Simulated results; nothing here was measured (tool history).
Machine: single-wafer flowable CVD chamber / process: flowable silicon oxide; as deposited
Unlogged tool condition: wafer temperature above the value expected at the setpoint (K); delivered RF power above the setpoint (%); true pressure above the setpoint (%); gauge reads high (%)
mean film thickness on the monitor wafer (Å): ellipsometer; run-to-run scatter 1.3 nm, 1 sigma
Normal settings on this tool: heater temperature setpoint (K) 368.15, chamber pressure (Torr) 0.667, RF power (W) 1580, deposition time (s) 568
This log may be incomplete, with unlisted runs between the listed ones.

| run | hour | heater temperature setpoint (K) | chamber pressure (Torr) | RF power (W) | deposition time (s) | wafers since the last listed run | hours since the last thermocouple change | hours since the last RF generator calibration | hours since the last manometer calibration | hours since the showerhead was replaced | hours since the gauge calibration | read-back reference wafer on the same gauge, thickness_nm | mean film thickness on the monitor wafer (Å) |
|---|---|---|---|---|---|---|---|---|---|---|---|---|---|
| 1 | 0 | 368.15 | 0.667 | 1580 | 568 | 0 | 1049 | 561.6 | 530.3 | 5930.2 | 398.6 | 349.973 | 3164.87 |
| 2 | 37.5 | 368.15 | 0.667 | 1580 | 568 | 79 | 1086.5 | 599.1 | 567.8 | 5967.7 | 436.1 | 349.955 | 3167.81 |
| 3 | 92.4 | 368.15 | 0.667 | 1580 | 568 | 116 | 1141.4 | 654 | 622.7 | 6022.6 | 491 | 349.888 | 3181.96 |
| 4 | 117 | 368.15 | 0.667 | 1580 | 568 | 52 | 1166 | 678.6 | 647.3 | 6047.2 | 515.6 | 349.784 | 3171.03 |
| 5 | 156.8 | 368.15 | 0.667 | 1580 | 568 | 84 | 1205.8 | 718.4 | 687.1 | 6087 | 555.4 | 350.027 | 3177.94 |
| 6 | 211.5 | 368.15 | 0.667 | 1580 | 655 | 116 | 1260.5 | 773.1 | 741.8 | 6141.7 | 610.1 | 350.198 | 3675.36 |
| 7 | 247.1 | 368.15 | 0.667 | 1580 | 568 | 75 | 1296.1 | 808.7 | 777.4 | 6177.3 | 645.7 | 349.833 | 3179.39 |
|  | 309.1 | thermocouple changed; heater temperature recalibrated |
| 8 | 345.4 | 368.15 | 0.667 | 1580 | 568 | 192 | 36.3 | 907 | 875.7 | 6275.6 | 744 | 349.959 | 3192.17 |
| 9 | 396.3 | 368.15 | 0.667 | 1580 | 667 | 108 | 87.2 | 957.9 | 926.6 | 6326.5 | 794.9 | 350.211 | 3770.55 |

Run 10, settings as shown, results not yet in. Your forecast:
| 10 | 444.7 | 356.15 | 0.667 | 1580 | 603 | 103 | 135.6 | 1006.3 | 975 | 6374.9 | 843.3 | ? | ? |

{"run 10": {"read-back reference wafer on the same gauge, thickness_nm": 349.643, "mean film thickness on the monitor wafer (Å)": 4745.1}}
Had the tool carried no hidden state, the very same run would have given mean film thickness on the monitor wafer (Å) 4395.08.
